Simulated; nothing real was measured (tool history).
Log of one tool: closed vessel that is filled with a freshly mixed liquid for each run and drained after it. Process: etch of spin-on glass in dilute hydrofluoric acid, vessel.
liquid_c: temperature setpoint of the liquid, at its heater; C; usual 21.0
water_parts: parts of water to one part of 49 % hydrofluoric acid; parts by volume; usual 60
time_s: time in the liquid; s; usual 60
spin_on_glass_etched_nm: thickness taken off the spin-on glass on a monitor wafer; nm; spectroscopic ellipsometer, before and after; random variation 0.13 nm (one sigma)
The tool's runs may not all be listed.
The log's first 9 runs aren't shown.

| run | hour | liquid_c | water_parts | time_s | wafers since the last listed run | hours since the thermometer was replaced | hours since the hydrofluoric acid flow meter was replaced | hours since the gauge calibration | read-back film thickness of the spin-on glass reference wafer, read on the same gauge (nm) | spin_on_glass_etched_nm |
|---|---|---|---|---|---|---|---|---|---|---|
|  | 793.3 | gauge calibrated |
| 10 | 821.6 | 21.0 | 60 | 40 | 13086 | 2275.1 | 532.9 | 28.3 | 69.96 | 26.20 |
| 11 | 921.7 | 21.0 | 60 | 40 | 14835 | 2375.2 | 633.0 | 128.4 | 69.99 | 26.11 |
| 12 | 995.4 | 21.0 | 60 | 60 | 10923 | 2448.9 | 706.7 | 202.1 | 69.98 | 39.12 |
| 13 | 1084.6 | 21.0 | 60 | 60 | 13220 | 2538.1 | 795.9 | 291.3 | 70.02 | 39.15 |
| 14 | 1145.3 | 21.0 | 60 | 60 | 8996 | 2598.8 | 856.6 | 352.0 | 69.99 | 39.12 |
| 15 | 1292.6 | 21.0 | 35 | 90 | 21831 | 2746.1 | 1003.9 | 499.3 | 70.00 | 102.30 |
| 16 | 1354.6 | 23.5 | 35 | 80 | 9189 | 2808.1 | 1065.9 | 561.3 | 69.96 | 101.29 |
|  | 1363.8 | hydrofluoric acid flow meter replaced |
| 17 | 1434.1 | 21.0 | 60 | 60 | 11634 | 2887.6 | 70.3 | 640.8 | 70.02 | 40.00 |
| 18 | 1478.8 | 21.0 | 60 | 60 | 6625 | 2932.3 | 115.0 | 685.5 | 69.98 | 40.05 |
| 19 | 1534.2 | 25.0 | 60 | 70 | 8210 | 2987.7 | 170.4 | 740.9 | 69.98 | 54.67 |
| 20 | 1607.4 | 22.5 | 90 | 50 | 10849 | 3060.9 | 243.6 | 814.1 | 70.03 | 22.60 |
| 21 | 1671.1 | 21.0 | 60 | 60 | 9441 | 3124.6 | 307.3 | 877.8 | 69.98 | 39.56 |
| 22 | 1715.5 | 24.5 | 90 | 60 | 6580 | 3169.0 | 351.7 | 922.2 | 69.98 | 29.21 |
|  | 1877.9 | thermometer replaced |
| 23 | 2036.3 | 24.0 | 70 | 30 | 47397 | 158.4 | 672.5 | 1243.0 | 70.03 | 18.69 |
| 24 | 2107.5 | 18.0 | 75 | 45 | 10552 | 229.6 | 743.7 | 1314.2 | 70.00 | 20.21 |
| 25 | 2154.1 | 21.0 | 60 | 60 | 6906 | 276.2 | 790.3 | 1360.8 | 69.95 | 39.12 |
| 26 | 2239.8 | 19.5 | 75 | 75 | 12701 | 361.9 | 876.0 | 1446.5 | 70.01 | 35.66 |
| 27 | 2297.2 | 21.0 | 60 | 60 | 8507 | 419.3 | 933.4 | 1503.9 | 69.98 | 38.86 |
|  | 2341.6 | hydrofluoric acid flow meter replaced |
| 28 | 2394.5 | 21.0 | 80 | 95 | 14272 | 516.6 | 52.9 | 1601.2 | 70.01 | 46.57 |
| 29 | 2431.6 | 21.0 | 60 | 60 | 5498 | 553.7 | 90.0 | 1638.3 | 70.03 | 40.04 |
| 30 | 2494.0 | 21.0 | 60 | 60 | 9248 | 616.1 | 152.4 | 1700.7 | 69.99 | 40.03 |
| 31 | 2545.8 | 17.5 | 45 | 60 | 7677 | 667.9 | 204.2 | 1752.5 | 70.04 | 46.66 |

Forecast each of these 5 alternatives for the next run:
| A | 2546.5 | 21.0 | 60 | 60 | 103 | 668.6 | 204.9 | 1753.2 | ? | ? |
| B | 2546.5 | 17.0 | 35 | 30 | 103 | 668.6 | 204.9 | 1753.2 | ? | ? |
| C | 2546.5 | 24.5 | 75 | 45 | 103 | 668.6 | 204.9 | 1753.2 | ? | ? |
| D | 2546.5 | 23.0 | 40 | 70 | 103 | 668.6 | 204.9 | 1753.2 | ? | ? |
| E | 2546.5 | 24.5 | 30 | 80 | 103 | 668.6 | 204.9 | 1753.2 | ? | ? |

| run | read-back film thickness of the spin-on glass reference wafer, read on the same gauge (nm) | spin_on_glass_etched_nm |
|---|---|---|
| A | 70.00 | 39.84 |
| B | 70.00 | 29.62 |
| C | 70.00 | 27.07 |
| D | 70.00 | 77.74 |
| E | 70.00 | 127.83 |
Without the tool's hidden state the same runs would have given:
| run | spin_on_glass_etched_nm |
|---|---|
| A | 40.21 |
| B | 29.89 |
| C | 27.33 |
| D | 78.46 |
| E | 128.99 |
